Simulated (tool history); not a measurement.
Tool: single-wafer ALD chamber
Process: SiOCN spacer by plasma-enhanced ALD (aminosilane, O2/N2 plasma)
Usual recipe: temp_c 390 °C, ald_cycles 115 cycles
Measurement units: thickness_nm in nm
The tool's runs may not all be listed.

run,hour,temp_c,ald_cycles,"read-back reference wafer on the same gauge, thickness_nm",thickness_nm
1,0,390,125,8.186,7.521
2,14.6,390,125,8.198,7.527
3,27.6,390,125,8.19,7.575
4,39.3,390,115,8.184,6.928
5,53.9,390,115,8.189,6.952
6,60.3,380,127,8.185,7.632
7,67.5,380,127,8.191,7.639
8,78.6,386,130,8.187,7.866
9,86.6,386,130,8.191,7.83
10,104.1,386,130,8.186,7.87
11,118.3,390,115,8.191,6.955
12,135.3,390,115,8.19,6.947
# hour 145.6: gauge calibrated
# hour 146.8: thermocouple changed; heater temperature recalibrated
13,147.1,386,104,8.188,6.294
14,163,394,115,8.181,6.935
15,170.7,390,115,8.19,6.921
16,179.9,380,128,8.19,7.731
17,191.6,397,137,8.186,8.283
18,203.3,390,115,8.193,6.938
19,217,399,96,8.19,5.8
20,231.2,404,115,8.192,6.813
21,248.4,390,115,8.193,6.925
22,260.3,395,97,8.19,5.859

Give the tool's hidden conditions for every run:
wafer temperature above the value expected at the setpoint (K): 0 across all the runs
gauge reads high (%): 0 across all the runs
